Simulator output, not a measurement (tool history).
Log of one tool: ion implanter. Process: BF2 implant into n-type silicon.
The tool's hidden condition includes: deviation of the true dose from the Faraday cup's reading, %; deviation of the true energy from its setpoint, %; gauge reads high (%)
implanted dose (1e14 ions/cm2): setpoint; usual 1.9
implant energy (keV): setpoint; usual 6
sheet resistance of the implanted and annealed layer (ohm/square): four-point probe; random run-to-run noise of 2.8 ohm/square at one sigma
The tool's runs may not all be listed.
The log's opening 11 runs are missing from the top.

| run | hour | implanted dose (1e14 ions/cm2) | implant energy (keV) | wafers since the last listed run | hours since the last dose calibration | hours since the extraction supply was calibrated | hours since the gauge calibration | read-back reference wafer on the same gauge, sheet resistance | sheet resistance of the implanted and annealed layer (ohm/square) |
|---|---|---|---|---|---|---|---|---|---|
| 12 | 1113.4 | 1.9 | 5.5 | 3291 | 2033.2 | 5336 | 1969 | 704.86 | 602.2 |
| 13 | 1180.2 | 1.9 | 6 | 1101 | 2100 | 5402.8 | 2035.8 | 704.34 | 590.16 |
|  | 1229 | gauge calibrated |
| 14 | 1288 | 1.9 | 6 | 1777 | 2207.8 | 5510.6 | 59 | 705.26 | 589.14 |
| 15 | 1385.8 | 1.9 | 6 | 1612 | 2305.6 | 5608.4 | 156.8 | 703.75 | 589.13 |
|  | 1451.6 | Faraday cup replaced and dose calibrated |
| 16 | 1457.9 | 2.1 | 6 | 1057 | 6.3 | 5680.5 | 228.9 | 705.4 | 569.69 |
| 17 | 1510 | 2.2 | 6 | 859 | 58.4 | 5732.6 | 281 | 705.04 | 542.84 |
| 18 | 1575.6 | 2.28 | 5.5 | 1081 | 124 | 5798.2 | 346.6 | 704.95 | 538.25 |
| 19 | 1671.6 | 1.9 | 4.5 | 1583 | 220 | 5894.2 | 442.6 | 704.68 | 649.51 |
| 20 | 1707.9 | 1.66 | 6 | 598 | 256.3 | 5930.5 | 478.9 | 706.3 | 677.84 |
| 21 | 1780.3 | 1.47 | 5.5 | 1194 | 328.7 | 6002.9 | 551.3 | 703.85 | 760.4 |
| 22 | 1845.9 | 1.9 | 5 | 1081 | 394.3 | 6068.5 | 616.9 | 703.33 | 628.24 |
| 23 | 1920.7 | 1.54 | 5 | 1233 | 469.1 | 6143.3 | 691.7 | 705.44 | 741.98 |
|  | 1939.9 | extraction supply calibrated |
| 24 | 1982.8 | 1.62 | 5.5 | 892 | 531.2 | 42.9 | 753.8 | 705.78 | 700.66 |
| 25 | 2065.7 | 1.9 | 6 | 1367 | 614.1 | 125.8 | 836.7 | 704.46 | 594.3 |
| 26 | 2172.2 | 2.14 | 7.5 | 1756 | 720.6 | 232.3 | 943.2 | 704.77 | 517.32 |
| 27 | 2209.4 | 1.9 | 6 | 613 | 757.8 | 269.5 | 980.4 | 704.25 | 599.74 |
| 28 | 2306.7 | 1.73 | 6 | 1604 | 855.1 | 366.8 | 1077.7 | 704.37 | 638.59 |
| 29 | 2350.2 | 2.04 | 4.5 | 717 | 898.6 | 410.3 | 1121.2 | 704.78 | 600.94 |
| 30 | 2404.8 | 2.44 | 6 | 900 | 953.2 | 464.9 | 1175.8 | 704.39 | 489.39 |
| 31 | 2476.5 | 1.54 | 5 | 1182 | 1024.9 | 536.6 | 1247.5 | 703.45 | 736.06 |
| 32 | 2527.7 | 1.38 | 5 | 844 | 1076.1 | 587.8 | 1298.7 | 705.4 | 800.36 |

Alternative continuations, all from the tool just after run 32; predict every row:
| A | 2528.1 | 1.9 | 6 | 6 | 1076.5 | 588.2 | 1299.1 | ? | ? |
| B | 2528.1 | 2.35 | 7 | 6 | 1076.5 | 588.2 | 1299.1 | ? | ? |
| C | 2528.1 | 2.2 | 5 | 6 | 1076.5 | 588.2 | 1299.1 | ? | ? |
| D | 2528.1 | 1.9 | 6.5 | 6 | 1076.5 | 588.2 | 1299.1 | ? | ? |
| E | 2528.1 | 2.43 | 7 | 6 | 1076.5 | 588.2 | 1299.1 | ? | ? |

| run | read-back reference wafer on the same gauge, sheet resistance | sheet resistance of the implanted and annealed layer (ohm/square) |
|---|---|---|
| A | 705.22 | 600.48 |
| B | 705.22 | 492.06 |
| C | 705.22 | 558.85 |
| D | 705.22 | 591.43 |
| E | 705.22 | 479.61 |
Had the tool no hidden state, the same runs would have come out as:
| run | sheet resistance of the implanted and annealed layer (ohm/square) |
|---|---|
| A | 622.54 |
| B | 509.26 |
| C | 577.55 |
| D | 613.45 |
| E | 496.12 |
